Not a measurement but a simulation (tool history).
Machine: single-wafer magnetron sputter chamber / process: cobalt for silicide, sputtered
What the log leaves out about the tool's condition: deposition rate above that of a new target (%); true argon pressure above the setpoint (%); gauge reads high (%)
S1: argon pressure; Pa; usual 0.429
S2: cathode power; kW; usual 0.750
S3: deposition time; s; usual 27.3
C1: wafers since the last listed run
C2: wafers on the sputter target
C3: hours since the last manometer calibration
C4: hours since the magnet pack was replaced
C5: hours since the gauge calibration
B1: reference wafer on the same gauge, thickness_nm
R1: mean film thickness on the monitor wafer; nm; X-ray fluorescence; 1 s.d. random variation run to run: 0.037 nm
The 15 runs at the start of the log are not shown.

| run | hour | S1 | S2 | S3 | C1 | C2 | C3 | C4 | C5 | B1 | R1 |
|---|---|---|---|---|---|---|---|---|---|---|---|
|  | 1985.4 | magnet pack replaced, of another model than before |
| 16 | 2044.9 | 0.488 | 0.800 | 23.8 | 6326 | 11097 | 666.1 | 59.5 | 533.0 | 9.896 | 9.541 |
| 17 | 2108.6 | 0.429 | 0.750 | 27.3 | 1287 | 12384 | 729.8 | 123.2 | 596.7 | 9.898 | 10.674 |
|  | 2130.9 | sputter target and shields replaced |
| 18 | 2162.2 | 0.429 | 0.850 | 27.3 | 921 | 632 | 783.4 | 176.8 | 650.3 | 9.897 | 11.667 |
| 19 | 2211.6 | 0.575 | 0.850 | 27.3 | 998 | 1630 | 832.8 | 226.2 | 699.7 | 9.900 | 11.173 |
| 20 | 2317.6 | 0.370 | 0.800 | 32.6 | 2141 | 3772 | 938.8 | 332.2 | 805.7 | 9.903 | 13.483 |
| 21 | 2377.9 | 0.429 | 0.650 | 22.6 | 1218 | 4991 | 999.1 | 392.5 | 866.0 | 9.897 | 7.966 |
| 22 | 2458.6 | 0.373 | 0.850 | 25.6 | 1630 | 6621 | 1079.8 | 473.2 | 946.7 | 9.897 | 11.160 |
| 23 | 2504.9 | 0.579 | 0.600 | 30.3 | 935 | 7557 | 1126.1 | 519.5 | 993.0 | 9.900 | 9.708 |
| 24 | 2571.6 | 0.429 | 0.750 | 27.3 | 1347 | 8904 | 1192.8 | 586.2 | 1059.7 | 9.896 | 10.688 |
| 25 | 2650.2 | 0.503 | 0.850 | 27.3 | 1588 | 10492 | 1271.4 | 664.8 | 1138.3 | 9.898 | 11.446 |
| 26 | 2692.1 | 0.363 | 0.650 | 27.3 | 846 | 11339 | 1313.3 | 706.7 | 1180.2 | 9.904 | 9.797 |
| 27 | 2741.0 | 0.429 | 0.750 | 25.5 | 988 | 12327 | 1362.2 | 755.6 | 1229.1 | 9.903 | 9.888 |
| 28 | 2833.6 | 0.522 | 0.900 | 27.3 | 1870 | 14198 | 1454.8 | 848.2 | 1321.7 | 9.898 | 11.797 |
| 29 | 2924.7 | 0.429 | 0.750 | 27.3 | 1840 | 16039 | 1545.9 | 939.3 | 1412.8 | 9.897 | 10.623 |
|  | 2969.7 | sputter target and shields replaced |
| 30 | 3030.6 | 0.429 | 0.950 | 27.3 | 1978 | 1231 | 1651.8 | 1045.2 | 1518.7 | 9.896 | 12.636 |
| 31 | 3074.3 | 0.520 | 0.900 | 31.6 | 882 | 2114 | 1695.5 | 1088.9 | 1562.4 | 9.901 | 13.739 |
| 32 | 3152.1 | 0.579 | 0.600 | 30.3 | 1571 | 3686 | 1773.3 | 1166.7 | 1640.2 | 9.898 | 9.693 |
|  | 3186.2 | capacitance manometer re-zeroed and calibrated |
| 33 | 3216.4 | 0.292 | 0.750 | 22.4 | 1137 | 4823 | 30.2 | 1231.0 | 1704.5 | 9.903 | 9.193 |

What does the tool deliver on the next run?
| 34 | 3268.3 | 0.429 | 0.750 | 27.3 | 1048 | 5872 | 82.1 | 1282.9 | 1756.4 | ? | ? |

B1: 9.897
R1: 10.767 nm
Minus the tool's unlogged condition, the same run would have read R1 10.790 nm.
